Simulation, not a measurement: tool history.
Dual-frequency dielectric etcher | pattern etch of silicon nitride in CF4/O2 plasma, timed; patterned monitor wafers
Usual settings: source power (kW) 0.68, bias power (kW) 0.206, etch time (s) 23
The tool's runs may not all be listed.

run   hour  source power (kW)  bias power (kW)  etch time (s)  read-back reference wafer on the same gauge, depth_nm  mean etch depth across the wafer (nm)
  1      0               0.68            0.225           18.5                                                   63.8                                   54.7
  2   27.9               0.68            0.225           18.5                                                   63.6                                     55
  3   49.8               0.68            0.225           18.5                                                   63.7                                   54.7
  4   64.7               0.68            0.206             23                                                   63.8                                   65.9
  5   85.7               0.68            0.206             23                                                   63.7                                   65.5
  6  108.2               0.68            0.206             23                                                   63.8                                   66.3
  7  141.7               0.68            0.206             23                                                   63.8                                   66.5
  8  163.2               0.68            0.206             23                                                   63.9                                   66.6
     170.6  -- source power generator calibrated
  9    176               0.68            0.206             23                                                   63.8                                     66
 10  192.2               0.68            0.206             23                                                   63.8                                   66.9
     224.5  -- wet clean of the chamber
 11    225               0.63            0.176             23                                                   63.6                                   57.3
 12  240.3               0.68            0.206           20.5                                                   63.8                                   58.1
 13  253.8               0.56             0.22           17.5                                                   63.8                                   42.5
     265.2  -- gauge calibrated
 14    271                0.6            0.169           18.5                                                   63.8                                   43.6
 15  288.5               0.62            0.178             17                                                   63.7                                   41.6
 16    301               0.68            0.206             23                                                   63.8                                   65.3
       348  -- upper electrode replaced
 17  348.5               0.68            0.206             23                                                   63.7                                   65.3
 18  348.8               0.68            0.206             23                                                   63.7                                   65.5
 19  382.4               0.54            0.251           28.5                                                   63.9                                   71.7
     400.4  -- bias power generator calibrated
 20  400.9               0.68            0.206             23                                                   63.8                                   65.9
 21  416.6               0.79            0.257           28.5                                                   63.8                                  102.4
 22  519.9               0.73            0.192             25                                                   63.9                                   75.3
 23  535.2               0.51            0.165           26.5                                                     64                                   53.8

4 ways to go on from here, each from the tool as it stands after run 23. What would each give?
  A  535.6               0.68            0.156             23                                                      ?                                      ?
  B  535.6               0.68            0.248             23                                                      ?                                      ?
  C  535.6               0.62            0.206             23                                                      ?                                      ?
  D  535.6               0.68            0.206             18                                                      ?                                      ?

run  read-back reference wafer on the same gauge, depth_nm  mean etch depth across the wafer (nm)
  A                                                   63.7                                     60
  B                                                   63.7                                   71.6
  C                                                   63.7                                   61.1
  D                                                   63.7                                   52.1
Without the tool's hidden state the same runs would have given:
run  mean etch depth across the wafer (nm)
  A                                   58.8
  B                                   70.1
  C                                   59.8
  D                                   51.1

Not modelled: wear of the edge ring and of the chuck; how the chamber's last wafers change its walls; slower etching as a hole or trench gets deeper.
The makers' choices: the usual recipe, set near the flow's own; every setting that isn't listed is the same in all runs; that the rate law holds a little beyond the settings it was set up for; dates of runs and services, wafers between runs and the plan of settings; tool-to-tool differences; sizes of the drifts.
